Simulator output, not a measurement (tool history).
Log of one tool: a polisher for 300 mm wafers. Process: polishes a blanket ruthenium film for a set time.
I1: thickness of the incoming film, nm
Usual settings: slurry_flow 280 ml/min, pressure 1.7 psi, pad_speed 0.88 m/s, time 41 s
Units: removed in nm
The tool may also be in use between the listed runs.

run 1 hour=0 | slurry_flow=280 pressure=1.5 pad_speed=0.88 time=41 | I1=630.9 | removed=32.6
run 2 hour=6.4 | slurry_flow=280 pressure=1.7 pad_speed=0.88 time=31 | I1=636.8 | removed=28.1
run 3 hour=22.8 | slurry_flow=280 pressure=1.7 pad_speed=0.88 time=41 | I1=650.9 | removed=36.5
run 4 hour=30.6 | slurry_flow=280 pressure=1.7 pad_speed=0.88 time=41 | I1=631.1 | removed=36.9
run 5 hour=38.5 | slurry_flow=280 pressure=1.7 pad_speed=0.88 time=41 | I1=647.5 | removed=36.3
run 6 hour=49 | slurry_flow=280 pressure=1.7 pad_speed=0.88 time=41 | I1=644.5 | removed=36.7
run 7 hour=66.3 | slurry_flow=280 pressure=1.7 pad_speed=0.88 time=41 | I1=639 | removed=36.7
-- hour=73.2 worn pad replaced by a new one
run 8 hour=77.6 | slurry_flow=225 pressure=1.7 pad_speed=0.88 time=41 | I1=634.7 | removed=35.6
run 9 hour=86.1 | slurry_flow=250 pressure=1.7 pad_speed=1.02 time=41 | I1=642.5 | removed=41.5
run 10 hour=98.8 | slurry_flow=195 pressure=1.7 pad_speed=0.62 time=41 | I1=649.1 | removed=26
run 11 hour=107.9 | slurry_flow=250 pressure=1.2 pad_speed=0.88 time=41 | I1=643.4 | removed=25.6
-- hour=116.5 slurry nozzle cleaned
-- hour=119.5 head pressure recalibrated
run 12 hour=125 | slurry_flow=230 pressure=1.2 pad_speed=1.12 time=34 | I1=642.3 | removed=26.9
run 13 hour=136.2 | slurry_flow=215 pressure=1.3 pad_speed=0.88 time=41 | I1=638.1 | removed=27.9
-- hour=146.7 worn pad replaced by a new one
run 14 hour=149.9 | slurry_flow=280 pressure=1.7 pad_speed=0.88 time=41 | I1=651.7 | removed=37.4
run 15 hour=164.6 | slurry_flow=210 pressure=1.7 pad_speed=0.88 time=28 | I1=637.8 | removed=24
run 16 hour=170.9 | slurry_flow=280 pressure=1.7 pad_speed=0.88 time=41 | I1=641.5 | removed=36.5
run 17 hour=181 | slurry_flow=215 pressure=1.4 pad_speed=0.88 time=41 | I1=637.8 | removed=29.9

Forecast each of these 3 alternatives for the next run:
run A hour=181.4 | slurry_flow=280 pressure=1.7 pad_speed=1.08 time=41 | I1=649.4 | removed=?
run B hour=181.4 | slurry_flow=280 pressure=1.7 pad_speed=1 time=41 | I1=649.4 | removed=?
run C hour=181.4 | slurry_flow=340 pressure=1.9 pad_speed=0.6 time=37 | I1=649.4 | removed=?

run=A removed=44.4
run=B removed=41.4
run=C removed=26.7
Without the tool's hidden state the same runs would have given:
run=A removed=44.4
run=B removed=41.4
run=C removed=26.7
